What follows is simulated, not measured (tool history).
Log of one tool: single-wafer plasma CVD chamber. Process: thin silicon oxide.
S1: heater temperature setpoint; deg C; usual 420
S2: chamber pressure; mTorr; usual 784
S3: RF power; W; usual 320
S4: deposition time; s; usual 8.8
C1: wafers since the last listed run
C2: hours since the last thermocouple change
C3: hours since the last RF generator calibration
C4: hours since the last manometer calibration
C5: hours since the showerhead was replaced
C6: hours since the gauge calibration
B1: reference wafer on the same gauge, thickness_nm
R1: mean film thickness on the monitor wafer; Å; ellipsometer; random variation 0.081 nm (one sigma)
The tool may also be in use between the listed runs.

| run | hour | S1 | S2 | S3 | S4 | C1 | C2 | C3 | C4 | C5 | C6 | B1 | R1 |
|---|---|---|---|---|---|---|---|---|---|---|---|---|---|
| 1 | 0 | 431 | 784 | 320 | 8.8 | 0 | 121.1 | 162.6 | 175.6 | 4764.2 | 70.7 | 13.89 | 169.58 |
| 2 | 18.1 | 431 | 784 | 320 | 8.8 | 517 | 139.2 | 180.7 | 193.7 | 4782.3 | 88.8 | 13.896 | 169.97 |
|  | 27.4 | capacitance manometer re-zeroed and calibrated, repeated, since the last time left the tool worse |
| 3 | 43.3 | 420 | 784 | 320 | 8.8 | 492 | 164.4 | 205.9 | 15.9 | 4807.5 | 114 | 13.92 | 158.36 |
| 4 | 76.8 | 420 | 784 | 320 | 8.8 | 958 | 197.9 | 239.4 | 49.4 | 4841 | 147.5 | 13.893 | 156.43 |
| 5 | 108.2 | 420 | 784 | 320 | 8.8 | 898 | 229.3 | 270.8 | 80.8 | 4872.4 | 178.9 | 13.891 | 156.61 |
| 6 | 127.9 | 408 | 784 | 295 | 8.8 | 563 | 249 | 290.5 | 100.5 | 4892.1 | 198.6 | 13.912 | 154.53 |
| 7 | 140.8 | 434 | 888 | 320 | 8.8 | 369 | 261.9 | 303.4 | 113.4 | 4905 | 211.5 | 13.901 | 173.63 |
| 8 | 172.3 | 428 | 784 | 285 | 8.8 | 901 | 293.4 | 334.9 | 144.9 | 4936.5 | 243 | 13.906 | 148.21 |
| 9 | 193.1 | 420 | 914 | 320 | 8.8 | 595 | 314.2 | 355.7 | 165.7 | 4957.3 | 263.8 | 13.888 | 180.62 |
| 10 | 226 | 420 | 784 | 320 | 8.8 | 941 | 347.1 | 388.6 | 198.6 | 4990.2 | 296.7 | 13.9 | 156.09 |
| 11 | 252.7 | 415 | 671 | 290 | 8.34 | 763 | 373.8 | 415.3 | 225.3 | 5016.9 | 323.4 | 13.902 | 121.28 |
| 12 | 271.7 | 420 | 784 | 320 | 8.8 | 543 | 392.8 | 434.3 | 244.3 | 5035.9 | 342.4 | 13.912 | 156.67 |
| 13 | 286 | 420 | 784 | 320 | 8.8 | 409 | 407.1 | 448.6 | 258.6 | 5050.2 | 356.7 | 13.893 | 155.35 |
| 14 | 308.1 | 420 | 784 | 265 | 10.49 | 632 | 429.2 | 470.7 | 280.7 | 5072.3 | 378.8 | 13.902 | 171.15 |
| 15 | 333.4 | 426 | 784 | 285 | 8.8 | 723 | 454.5 | 496 | 306 | 5097.6 | 404.1 | 13.908 | 146.96 |
| 16 | 356.6 | 420 | 784 | 320 | 8.8 | 663 | 477.7 | 519.2 | 329.2 | 5120.8 | 427.3 | 13.91 | 154.9 |
| 17 | 373.6 | 413 | 935 | 320 | 7.89 | 486 | 494.7 | 536.2 | 346.2 | 5137.8 | 444.3 | 13.892 | 163.89 |
|  | 392.8 | showerhead replaced |
| 18 | 394.1 | 420 | 784 | 320 | 8.8 | 357 | 515.2 | 556.7 | 366.7 | 1.3 | 464.8 | 13.919 | 154.12 |
| 19 | 416.4 | 427 | 784 | 320 | 10.27 | 637 | 537.5 | 579 | 389 | 23.6 | 487.1 | 13.889 | 178.46 |
| 20 | 440 | 434 | 784 | 320 | 9.85 | 675 | 561.1 | 602.6 | 412.6 | 47.2 | 510.7 | 13.904 | 172.21 |
| 21 | 465.9 | 425 | 641 | 300 | 8.8 | 740 | 587 | 628.5 | 438.5 | 73.1 | 536.6 | 13.907 | 121.49 |
| 22 | 493.7 | 429 | 784 | 320 | 8.8 | 795 | 614.8 | 656.3 | 466.3 | 100.9 | 564.4 | 13.887 | 152 |
| 23 | 514 | 433 | 784 | 285 | 8.8 | 580 | 635.1 | 676.6 | 486.6 | 121.2 | 584.7 | 13.883 | 146.1 |
| 24 | 532.5 | 428 | 972 | 320 | 8.8 | 529 | 653.6 | 695.1 | 505.1 | 139.7 | 603.2 | 13.897 | 184.32 |
| 25 | 564.3 | 424 | 784 | 260 | 8.8 | 909 | 685.4 | 726.9 | 536.9 | 171.5 | 635 | 13.901 | 140.88 |
| 26 | 578.3 | 420 | 834 | 320 | 8.8 | 400 | 699.4 | 740.9 | 550.9 | 185.5 | 649 | 13.903 | 163.55 |
| 27 | 591.5 | 415 | 728 | 365 | 8.8 | 377 | 712.6 | 754.1 | 564.1 | 198.7 | 662.2 | 13.901 | 149.76 |
| 28 | 612.3 | 420 | 890 | 320 | 7.74 | 595 | 733.4 | 774.9 | 584.9 | 219.5 | 683 | 13.911 | 151.87 |
| 29 | 637.5 | 405 | 705 | 320 | 10.23 | 720 | 758.6 | 800.1 | 610.1 | 244.7 | 708.2 | 13.89 | 160.77 |

4 ways to go on from here, each from the tool as it stands after run 29. What would each give?
| A | 637.9 | 420 | 925 | 320 | 8.8 | 11 | 759 | 800.5 | 610.5 | 245.1 | 708.6 | ? | ? |
| B | 637.9 | 415 | 707 | 320 | 8.8 | 11 | 759 | 800.5 | 610.5 | 245.1 | 708.6 | ? | ? |
| C | 637.9 | 433 | 962 | 365 | 8.8 | 11 | 759 | 800.5 | 610.5 | 245.1 | 708.6 | ? | ? |
| D | 637.9 | 420 | 784 | 375 | 8.8 | 11 | 759 | 800.5 | 610.5 | 245.1 | 708.6 | ? | ? |

| run | B1 | R1 |
|---|---|---|
| A | 13.899 | 176.68 |
| B | 13.899 | 137.61 |
| C | 13.899 | 190.51 |
| D | 13.899 | 162.02 |
Without the tool's hidden state the same runs would have given:
| run | R1 |
|---|---|
| A | 180.94 |
| B | 141.67 |
| C | 195.11 |
| D | 166.42 |

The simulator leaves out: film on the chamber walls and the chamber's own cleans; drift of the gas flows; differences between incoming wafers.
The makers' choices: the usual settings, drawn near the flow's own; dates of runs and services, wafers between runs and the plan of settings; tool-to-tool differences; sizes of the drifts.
